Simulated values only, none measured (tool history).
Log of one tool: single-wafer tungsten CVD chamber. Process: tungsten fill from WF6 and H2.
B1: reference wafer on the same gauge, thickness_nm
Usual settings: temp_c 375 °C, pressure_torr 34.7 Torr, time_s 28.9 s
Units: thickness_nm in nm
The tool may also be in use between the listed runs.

{"run": 1, "hour": 0.0, "temp_c": 375, "pressure_torr": 34.7, "time_s": 28.9, "B1": 47.962, "thickness_nm": 52.143}
{"run": 2, "hour": 53.8, "temp_c": 375, "pressure_torr": 34.7, "time_s": 28.9, "B1": 47.895, "thickness_nm": 52.118}
{"run": 3, "hour": 152.0, "temp_c": 368, "pressure_torr": 34.7, "time_s": 28.9, "B1": 47.964, "thickness_nm": 44.559}
{"run": 4, "hour": 251.1, "temp_c": 368, "pressure_torr": 34.7, "time_s": 28.9, "B1": 47.857, "thickness_nm": 44.048}
{"run": 5, "hour": 374.2, "temp_c": 368, "pressure_torr": 34.7, "time_s": 28.9, "B1": 47.951, "thickness_nm": 44.302}
{"run": 6, "hour": 670.2, "temp_c": 375, "pressure_torr": 34.7, "time_s": 28.9, "B1": 47.912, "thickness_nm": 51.84}
{"hour": 739.0, "done": "capacitance manometer re-zeroed and calibrated"}
{"hour": 775.1, "done": "thermocouple changed; heater temperature recalibrated"}
{"run": 7, "hour": 775.6, "temp_c": 375, "pressure_torr": 34.7, "time_s": 28.9, "B1": 47.97, "thickness_nm": 52.071}
{"run": 8, "hour": 850.3, "temp_c": 375, "pressure_torr": 34.7, "time_s": 28.9, "B1": 47.948, "thickness_nm": 52.327}
{"run": 9, "hour": 917.2, "temp_c": 375, "pressure_torr": 34.7, "time_s": 28.9, "B1": 47.88, "thickness_nm": 52.06}
{"hour": 942.6, "done": "showerhead replaced"}
{"run": 10, "hour": 1012.9, "temp_c": 375, "pressure_torr": 34.7, "time_s": 28.9, "B1": 47.897, "thickness_nm": 52.758}
{"run": 11, "hour": 1078.0, "temp_c": 375, "pressure_torr": 34.7, "time_s": 28.9, "B1": 47.801, "thickness_nm": 51.9}
{"hour": 1098.1, "done": "gauge calibrated"}
{"run": 12, "hour": 1125.9, "temp_c": 375, "pressure_torr": 34.7, "time_s": 28.9, "B1": 47.851, "thickness_nm": 51.823}
{"run": 13, "hour": 1170.0, "temp_c": 381, "pressure_torr": 26.9, "time_s": 26.5, "B1": 47.871, "thickness_nm": 45.857}
{"run": 14, "hour": 1211.6, "temp_c": 379, "pressure_torr": 34.7, "time_s": 33.3, "B1": 47.831, "thickness_nm": 65.785}
{"run": 15, "hour": 1314.1, "temp_c": 381, "pressure_torr": 43.1, "time_s": 32.6, "B1": 47.909, "thickness_nm": 76.706}
{"run": 16, "hour": 1396.0, "temp_c": 368, "pressure_torr": 38.0, "time_s": 28.9, "B1": 47.888, "thickness_nm": 47.314}
{"run": 17, "hour": 1501.2, "temp_c": 360, "pressure_torr": 37.1, "time_s": 28.9, "B1": 47.948, "thickness_nm": 38.435}
{"run": 18, "hour": 1570.7, "temp_c": 384, "pressure_torr": 30.1, "time_s": 28.9, "B1": 47.92, "thickness_nm": 57.37}
{"run": 19, "hour": 1620.5, "temp_c": 375, "pressure_torr": 34.7, "time_s": 28.9, "B1": 47.864, "thickness_nm": 52.102}
{"run": 20, "hour": 1696.2, "temp_c": 375, "pressure_torr": 31.1, "time_s": 28.9, "B1": 47.825, "thickness_nm": 48.733}
{"run": 21, "hour": 1777.2, "temp_c": 375, "pressure_torr": 34.7, "time_s": 26.2, "B1": 47.881, "thickness_nm": 47.313}

Forecast run 22:
{"run": 22, "hour": 1813.4, "temp_c": 375, "pressure_torr": 34.7, "time_s": 28.9, "B1": "?", "thickness_nm": "?"}

{"run 22": {"B1": 47.858, "thickness_nm": 51.972}}
Without the tool's hidden state the same run would have given thickness_nm 51.972 nm.
